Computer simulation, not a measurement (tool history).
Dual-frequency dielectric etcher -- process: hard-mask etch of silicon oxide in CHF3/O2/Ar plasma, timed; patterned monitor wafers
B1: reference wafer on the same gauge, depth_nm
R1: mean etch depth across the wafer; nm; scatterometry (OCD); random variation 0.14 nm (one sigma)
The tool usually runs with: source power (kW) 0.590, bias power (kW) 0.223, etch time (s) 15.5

run 1 hour=0.0 | source_power_(kW)=0.590 bias_power_(kW)=0.223 etch_time_(s)=15.5 | B1=35.64 | R1=32.19
run 2 hour=79.0 | source_power_(kW)=0.590 bias_power_(kW)=0.223 etch_time_(s)=15.5 | B1=35.88 | R1=32.23
run 3 hour=131.2 | source_power_(kW)=0.590 bias_power_(kW)=0.223 etch_time_(s)=15.5 | B1=35.82 | R1=32.33
run 4 hour=204.0 | source_power_(kW)=0.680 bias_power_(kW)=0.223 etch_time_(s)=14.5 | B1=35.99 | R1=31.43
run 5 hour=420.7 | source_power_(kW)=0.690 bias_power_(kW)=0.223 etch_time_(s)=15.5 | B1=36.18 | R1=33.96
run 6 hour=469.1 | source_power_(kW)=0.590 bias_power_(kW)=0.223 etch_time_(s)=15.5 | B1=36.28 | R1=32.53
-- hour=513.3 wet clean of the chamber
run 7 hour=534.5 | source_power_(kW)=0.590 bias_power_(kW)=0.176 etch_time_(s)=15.5 | B1=36.23 | R1=30.81
run 8 hour=602.1 | source_power_(kW)=0.540 bias_power_(kW)=0.251 etch_time_(s)=15.5 | B1=36.37 | R1=32.93
-- hour=665.2 bias power generator calibrated
run 9 hour=702.0 | source_power_(kW)=0.590 bias_power_(kW)=0.223 etch_time_(s)=15.5 | B1=36.39 | R1=32.70
-- hour=729.6 upper electrode replaced
run 10 hour=754.9 | source_power_(kW)=0.720 bias_power_(kW)=0.223 etch_time_(s)=18.5 | B1=36.49 | R1=41.28
run 11 hour=793.7 | source_power_(kW)=0.670 bias_power_(kW)=0.182 etch_time_(s)=17.5 | B1=36.38 | R1=36.19
run 12 hour=881.9 | source_power_(kW)=0.700 bias_power_(kW)=0.193 etch_time_(s)=17.5 | B1=36.47 | R1=37.08
run 13 hour=967.6 | source_power_(kW)=0.690 bias_power_(kW)=0.239 etch_time_(s)=12.0 | B1=36.56 | R1=27.19
run 14 hour=1066.7 | source_power_(kW)=0.540 bias_power_(kW)=0.185 etch_time_(s)=15.5 | B1=36.62 | R1=30.65
run 15 hour=1104.1 | source_power_(kW)=0.450 bias_power_(kW)=0.250 etch_time_(s)=12.0 | B1=36.61 | R1=24.63
-- hour=1158.7 wet clean of the chamber
run 16 hour=1192.6 | source_power_(kW)=0.660 bias_power_(kW)=0.223 etch_time_(s)=15.5 | B1=36.63 | R1=33.82
-- hour=1262.4 source power generator calibrated
run 17 hour=1277.9 | source_power_(kW)=0.590 bias_power_(kW)=0.223 etch_time_(s)=15.5 | B1=36.69 | R1=33.20
run 18 hour=1337.6 | source_power_(kW)=0.590 bias_power_(kW)=0.223 etch_time_(s)=15.5 | B1=36.62 | R1=32.98
run 19 hour=1427.1 | source_power_(kW)=0.590 bias_power_(kW)=0.223 etch_time_(s)=15.5 | B1=36.63 | R1=32.97
run 20 hour=1526.3 | source_power_(kW)=0.590 bias_power_(kW)=0.223 etch_time_(s)=15.5 | B1=36.66 | R1=32.92
run 21 hour=1630.9 | source_power_(kW)=0.630 bias_power_(kW)=0.223 etch_time_(s)=19.0 | B1=36.78 | R1=41.20
run 22 hour=1691.7 | source_power_(kW)=0.590 bias_power_(kW)=0.238 etch_time_(s)=15.5 | B1=36.71 | R1=33.66
run 23 hour=1739.0 | source_power_(kW)=0.590 bias_power_(kW)=0.223 etch_time_(s)=15.5 | B1=36.81 | R1=33.21
run 24 hour=1826.7 | source_power_(kW)=0.590 bias_power_(kW)=0.189 etch_time_(s)=15.5 | B1=36.74 | R1=31.60
-- hour=1899.2 wet clean of the chamber
run 25 hour=1899.7 | source_power_(kW)=0.490 bias_power_(kW)=0.223 etch_time_(s)=15.5 | B1=36.78 | R1=31.66
run 26 hour=1960.2 | source_power_(kW)=0.540 bias_power_(kW)=0.173 etch_time_(s)=15.5 | B1=36.69 | R1=30.25
run 27 hour=2060.7 | source_power_(kW)=0.550 bias_power_(kW)=0.223 etch_time_(s)=13.5 | B1=36.80 | R1=28.28
-- hour=2121.1 gauge calibrated
run 28 hour=2160.4 | source_power_(kW)=0.740 bias_power_(kW)=0.253 etch_time_(s)=18.0 | B1=35.41 | R1=41.31

Here are 5 independent what-if runs from the current tool condition. What would each one return?
run A hour=2160.8 | source_power_(kW)=0.470 bias_power_(kW)=0.223 etch_time_(s)=15.5 | B1=? | R1=?
run B hour=2160.8 | source_power_(kW)=0.530 bias_power_(kW)=0.167 etch_time_(s)=17.0 | B1=? | R1=?
run C hour=2160.8 | source_power_(kW)=0.590 bias_power_(kW)=0.223 etch_time_(s)=12.0 | B1=? | R1=?
run D hour=2160.8 | source_power_(kW)=0.590 bias_power_(kW)=0.223 etch_time_(s)=13.0 | B1=? | R1=?
run E hour=2160.8 | source_power_(kW)=0.590 bias_power_(kW)=0.190 etch_time_(s)=15.5 | B1=? | R1=?

run=A B1=35.43 R1=30.12
run=B B1=35.43 R1=31.53
run=C B1=35.43 R1=24.74
run=D B1=35.43 R1=26.80
run=E B1=35.43 R1=30.59
What these runs would have given with no unlogged condition in the tool:
run=A R1=30.16
run=B R1=31.58
run=C R1=24.77
run=D R1=26.84
run=E R1=30.64
